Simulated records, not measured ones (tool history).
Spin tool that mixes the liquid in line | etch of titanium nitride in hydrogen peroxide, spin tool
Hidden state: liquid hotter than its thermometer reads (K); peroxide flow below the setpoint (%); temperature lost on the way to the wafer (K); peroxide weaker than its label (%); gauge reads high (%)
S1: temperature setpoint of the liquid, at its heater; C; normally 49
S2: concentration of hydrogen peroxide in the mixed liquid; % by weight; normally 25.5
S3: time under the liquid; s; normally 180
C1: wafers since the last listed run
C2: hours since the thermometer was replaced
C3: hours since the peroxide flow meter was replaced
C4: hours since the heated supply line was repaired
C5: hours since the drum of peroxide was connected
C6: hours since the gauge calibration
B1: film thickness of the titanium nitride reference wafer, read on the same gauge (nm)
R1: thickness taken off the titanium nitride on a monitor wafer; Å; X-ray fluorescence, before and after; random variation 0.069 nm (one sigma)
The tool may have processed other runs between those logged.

Run 1, hour 0: usual settings; C1 0; C2 6; C3 1712.4; C4 47.9; C5 337.8; C6 499.7; B1 30.02. Result: R1 142.8 Å.
Run 2, hour 7.5: usual settings; C1 73; C2 13.5; C3 1719.9; C4 55.4; C5 345.3; C6 507.2; B1 29.99. Result: R1 142.5 Å.
Run 3, hour 16.5: usual settings; C1 88; C2 22.5; C3 1728.9; C4 64.4; C5 354.3; C6 516.2; B1 30.01. Result: R1 141.9 Å.
Run 4, hour 30.2: usual settings but S3 265 s; C1 134; C2 36.2; C3 1742.6; C4 78.1; C5 368; C6 529.9; B1 29.99. Result: R1 209.7 Å.
Run 5, hour 45: usual settings but S3 125 s; C1 145; C2 51; C3 1757.4; C4 92.9; C5 382.8; C6 544.7; B1 30. Result: R1 98.6 Å.
Run 6, hour 53: usual settings but S1 41.5 C, S2 18 % by weight, S3 235 s; C1 78; C2 59; C3 1765.4; C4 100.9; C5 390.8; C6 552.7; B1 29.99. Result: R1 99 Å.
Run 7, hour 61.5: usual settings; C1 83; C2 67.5; C3 1773.9; C4 109.4; C5 399.3; C6 561.2; B1 30.01. Result: R1 143.2 Å.
At hour 73.5: new drum of peroxide connected.
Run 8, hour 74: usual settings but S2 28.5 % by weight; C1 113; C2 80; C3 1786.4; C4 121.9; C5 0.5; C6 573.7; B1 30. Result: R1 143.9 Å.
At hour 86.4: gauge calibrated.
At hour 88.6: peroxide flow meter replaced.
Run 9, hour 89.1: usual settings but S2 28.5 % by weight; C1 138; C2 95.1; C3 0.5; C4 137; C5 15.6; C6 2.7; B1 29.97. Result: R1 144.3 Å.
Run 10, hour 100.7: usual settings but S2 30 % by weight, S3 280 s; C1 114; C2 106.7; C3 12.1; C4 148.6; C5 27.2; C6 14.3; B1 30. Result: R1 227.3 Å.
Run 11, hour 114.2: usual settings but S2 19.5 % by weight; C1 132; C2 120.2; C3 25.6; C4 162.1; C5 40.7; C6 27.8; B1 30. Result: R1 133.8 Å.
Run 12, hour 125: usual settings but S1 53 C; C1 106; C2 131; C3 36.4; C4 172.9; C5 51.5; C6 38.6; B1 29.98. Result: R1 187.7 Å.
Run 13, hour 137.5: usual settings but S1 52 C, S2 21.5 % by weight; C1 123; C2 143.5; C3 48.9; C4 185.4; C5 64; C6 51.1; B1 30.01. Result: R1 168.3 Å.
Run 14, hour 148.9: usual settings; C1 112; C2 154.9; C3 60.3; C4 196.8; C5 75.4; C6 62.5; B1 30.01. Result: R1 140.1 Å.
Run 15, hour 165.7: usual settings but S1 41.5 C, S2 18 % by weight, S3 235 s; C1 165; C2 171.7; C3 77.1; C4 213.6; C5 92.2; C6 79.3; B1 29.99. Result: R1 97.5 Å.
Run 16, hour 176.1: usual settings; C1 102; C2 182.1; C3 87.5; C4 224; C5 102.6; C6 89.7; B1 30.03. Result: R1 140 Å.
At hour 178.3: new drum of peroxide connected, repeated, since the last time left the tool worse.
Run 17, hour 193.7: usual settings but S1 56 C, S2 30 % by weight; C1 163; C2 199.7; C3 105.1; C4 241.6; C5 15.4; C6 107.3; B1 30. Result: R1 244 Å.
Run 18, hour 205: usual settings but S1 56.5 C, S2 30 % by weight, S3 130 s; C1 111; C2 211; C3 116.4; C4 252.9; C5 26.7; C6 118.6; B1 29.99. Result: R1 181.1 Å.
Run 19, hour 219.3: usual settings but S1 45.5 C, S3 290 s; C1 140; C2 225.3; C3 130.7; C4 267.2; C5 41; C6 132.9; B1 30. Result: R1 178.1 Å.
Run 20, hour 236: usual settings; C1 164; C2 242; C3 147.4; C4 283.9; C5 57.7; C6 149.6; B1 30.02. Result: R1 144.1 Å.
Run 21, hour 251: usual settings but S1 45 C; C1 147; C2 257; C3 162.4; C4 298.9; C5 72.7; C6 164.6; B1 29.97. Result: R1 106.2 Å.
Run 22, hour 263.6: usual settings; C1 124; C2 269.6; C3 175; C4 311.5; C5 85.3; C6 177.2; B1 29.99. Result: R1 142 Å.
Run 23, hour 271.1: usual settings but S1 42 C; C1 73; C2 277.1; C3 182.5; C4 319; C5 92.8; C6 184.7; B1 30.03. Result: R1 85.5 Å.
Run 24, hour 292.1: usual settings; C1 206; C2 298.1; C3 203.5; C4 340; C5 113.8; C6 205.7; B1 29.99. Result: R1 143.2 Å.

Entry by entry between the runs, the difference in hidden state between the last listed run before and the first listed run after:
Runs 7 to 8: new drum of peroxide connected (hour 73.5)
  peroxide weaker than its label (%): 4.5 -> 9.25
  measured result minus the result with no hidden state, R1: -1.5 -> -3.1 Å
Runs 8 to 9: gauge calibrated (hour 86.4); peroxide flow meter replaced (hour 88.6)
  peroxide weaker than its label (%): 9.25 -> 9.42
  measured result minus the result with no hidden state, R1: -3.1 -> -3.2 Å
Runs 16 to 17: new drum of peroxide connected, repeated, since the last time left the tool worse (hour 178.3)
  peroxide weaker than its label (%): 10.4 -> 0.889
  measured result minus the result with no hidden state, R1: -3.4 -> -0.5 Å

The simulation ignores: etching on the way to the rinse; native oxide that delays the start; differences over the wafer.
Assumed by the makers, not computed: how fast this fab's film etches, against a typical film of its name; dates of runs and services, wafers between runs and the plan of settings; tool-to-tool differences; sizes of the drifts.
